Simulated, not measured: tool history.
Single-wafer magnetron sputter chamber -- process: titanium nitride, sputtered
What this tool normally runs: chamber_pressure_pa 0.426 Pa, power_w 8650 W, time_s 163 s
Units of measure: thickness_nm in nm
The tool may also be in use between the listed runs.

| run | day | chamber_pressure_pa | power_w | time_s | wafers since the last listed run | wafers on the sputter target | hours since the last manometer calibration | hours since the magnet pack was replaced | hours since the gauge calibration | read-back reference wafer on the same gauge, thickness_nm | thickness_nm |
|---|---|---|---|---|---|---|---|---|---|---|---|
| 1 | 0 | 0.426 | 8650 | 151 | 0 | 8441 | 589.9 | 7012 | 558 | 194.947 | 211.595 |
|  | 2.246 | sputter target and shields replaced |
| 2 | 7.65 | 0.426 | 8650 | 151 | 1708 | 1262 | 773.5 | 7195.6 | 741.6 | 195.185 | 213.725 |
| 3 | 10.779 | 0.509 | 7750 | 163 | 730 | 1992 | 848.6 | 7270.7 | 816.7 | 194.886 | 197.292 |
| 4 | 12.812 | 0.509 | 7750 | 163 | 474 | 2467 | 897.4 | 7319.5 | 865.5 | 195.398 | 196.899 |
|  | 15.817 | gauge calibrated |
| 5 | 16.075 | 0.509 | 7750 | 163 | 761 | 3229 | 975.7 | 7397.8 | 6.2 | 195.041 | 196.324 |
| 6 | 18.075 | 0.341 | 8650 | 188 | 466 | 3696 | 1023.7 | 7445.8 | 54.2 | 194.76 | 276.147 |
| 7 | 20.508 | 0.341 | 8650 | 188 | 568 | 4264 | 1082.1 | 7504.2 | 112.6 | 194.939 | 273.483 |
| 8 | 23.112 | 0.426 | 8650 | 163 | 608 | 4872 | 1144.6 | 7566.7 | 175.1 | 194.949 | 226.874 |
| 9 | 24.675 | 0.426 | 8650 | 163 | 364 | 5237 | 1182.1 | 7604.2 | 212.6 | 194.96 | 228.141 |
| 10 | 26.679 | 0.426 | 8650 | 163 | 467 | 5705 | 1230.2 | 7652.3 | 260.7 | 194.844 | 225.94 |
| 11 | 30.817 | 0.426 | 8650 | 163 | 966 | 6671 | 1329.5 | 7751.6 | 360 | 195.036 | 226.58 |
| 12 | 33.404 | 0.426 | 8650 | 163 | 604 | 7275 | 1391.6 | 7813.7 | 422.1 | 195.062 | 226.815 |
| 13 | 36.967 | 0.378 | 7500 | 131 | 831 | 8107 | 1477.1 | 7899.2 | 507.6 | 195.415 | 164.64 |
| 14 | 40.621 | 0.567 | 10750 | 186 | 853 | 8960 | 1564.8 | 7986.9 | 595.3 | 194.891 | 296.107 |
|  | 42.517 | sputter target and shields replaced |
| 15 | 42.538 | 0.426 | 8650 | 186 | 369 | 5 | 1610.8 | 8032.9 | 641.3 | 195.226 | 260.9 |
| 16 | 46.333 | 0.259 | 7300 | 183 | 886 | 891 | 1701.9 | 8124 | 732.4 | 194.959 | 236.474 |
|  | 47.383 | capacitance manometer re-zeroed and calibrated |
| 17 | 48.471 | 0.426 | 8650 | 163 | 421 | 1312 | 26.1 | 8175.3 | 783.7 | 195.027 | 231.953 |
|  | 51.517 | magnet pack replaced, of another model than before |
| 18 | 51.792 | 0.426 | 8650 | 163 | 697 | 2010 | 105.8 | 6.6 | 863.4 | 195.227 | 230.587 |
| 19 | 54.779 | 0.567 | 10750 | 186 | 697 | 2707 | 177.5 | 78.3 | 935.1 | 195.106 | 285.727 |
|  | 57.779 | gauge calibrated |
| 20 | 59.142 | 0.426 | 8650 | 163 | 1018 | 3726 | 282.2 | 183 | 32.7 | 194.965 | 229.182 |
| 21 | 62.117 | 0.383 | 7900 | 182 | 694 | 4421 | 353.6 | 254.4 | 104.1 | 195.106 | 242.059 |
| 22 | 64.671 | 0.351 | 8650 | 163 | 596 | 5017 | 414.9 | 315.7 | 165.4 | 195.03 | 244.321 |
| 23 | 67.2 | 0.522 | 10300 | 144 | 590 | 5607 | 475.6 | 376.4 | 226.1 | 195.131 | 215.463 |
| 24 | 70.762 | 0.426 | 8650 | 163 | 831 | 6439 | 561.1 | 461.9 | 311.6 | 194.751 | 225.551 |
| 25 | 73.983 | 0.426 | 10750 | 163 | 752 | 7191 | 638.4 | 539.2 | 388.9 | 195.048 | 275.883 |

Branching from run 25: 4 alternative next runs. What would each branch give?
| A | 74 | 0.426 | 8650 | 163 | 3 | 7195 | 638.8 | 539.6 | 389.3 | ? | ? |
| B | 74 | 0.284 | 6800 | 131 | 3 | 7195 | 638.8 | 539.6 | 389.3 | ? | ? |
| C | 74 | 0.426 | 8650 | 191 | 3 | 7195 | 638.8 | 539.6 | 389.3 | ? | ? |
| D | 74 | 0.494 | 8650 | 142 | 3 | 7195 | 638.8 | 539.6 | 389.3 | ? | ? |

| run | read-back reference wafer on the same gauge, thickness_nm | thickness_nm |
|---|---|---|
| A | 195.059 | 225.034 |
| B | 195.059 | 165.663 |
| C | 195.059 | 263.69 |
| D | 195.059 | 183.472 |
Stripped of hidden state, with their random variation kept, the same runs would have yielded:
| run | thickness_nm |
|---|---|
| A | 233.35 |
| B | 167.333 |
| C | 273.435 |
| D | 192.485 |
